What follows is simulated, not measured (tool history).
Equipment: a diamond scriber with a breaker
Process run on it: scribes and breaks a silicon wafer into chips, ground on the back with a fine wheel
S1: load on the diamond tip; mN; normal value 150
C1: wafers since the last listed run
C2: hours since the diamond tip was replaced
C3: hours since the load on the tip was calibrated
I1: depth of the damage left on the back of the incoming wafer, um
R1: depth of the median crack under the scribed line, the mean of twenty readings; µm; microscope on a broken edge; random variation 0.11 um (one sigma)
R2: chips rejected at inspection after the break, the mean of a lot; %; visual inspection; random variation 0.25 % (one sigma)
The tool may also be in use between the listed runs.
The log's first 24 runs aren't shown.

run,day,S1,C1,C2,C3,I1,R1,R2
25,14.112,187,85,1092,63.3,2.97,8.71,7.37
26,14.546,150,16,1102.4,73.7,2.34,6.97,3.77
# day 14.646: diamond tip replaced by a new one
27,15.083,173,17,10.5,86.6,1.88,8.19,4.1
28,15.65,150,21,24.1,100.2,1.99,6.83,2.92
29,15.95,189,11,31.3,107.4,1.67,8.47,6.62
30,16.596,139,24,46.8,122.9,2.86,6.58,8.78
31,16.871,124,10,53.4,129.5,2.76,5.65,14.91
32,18.721,121,71,97.8,173.9,1.71,5.39,9.61
33,19.008,150,11,104.7,180.8,2.92,6.96,7.1
34,19.696,128,26,121.2,197.3,2.06,5.87,7.53
35,20.429,162,28,138.8,214.9,1.56,7.68,2.35
36,20.771,112,13,147,223.1,2.84,4.94,26.81
37,21.458,133,26,163.5,239.6,2.45,6.08,7.73
38,22.062,177,23,178,254.1,1.94,8.21,4.73
39,22.483,175,16,188.1,264.2,2.13,7.94,4.57
40,22.742,124,9,194.3,270.4,1.96,5.7,8.97
41,23.479,105,28,212,288.1,2.37,4.68,27.91
42,23.871,134,15,221.4,297.5,2.83,6.02,9.1

What if the next run were any one of these 4? Each begins from the tool's condition after run 42:
A,23.9,150,1,222.1,298.2,1.97,?,?
B,23.9,110,1,222.1,298.2,1.97,?,?
C,23.9,107,1,222.1,298.2,1.97,?,?
D,23.9,106,1,222.1,298.2,1.97,?,?

run,R1,R2
A,7.08,3.13
B,4.91,19.92
C,4.73,22.95
D,4.67,24.05
Stripped of hidden state, with their random variation kept, the same runs would have yielded:
run,R1,R2
A,7.18,3.04
B,4.99,18.78
C,4.8,21.74
D,4.74,22.81
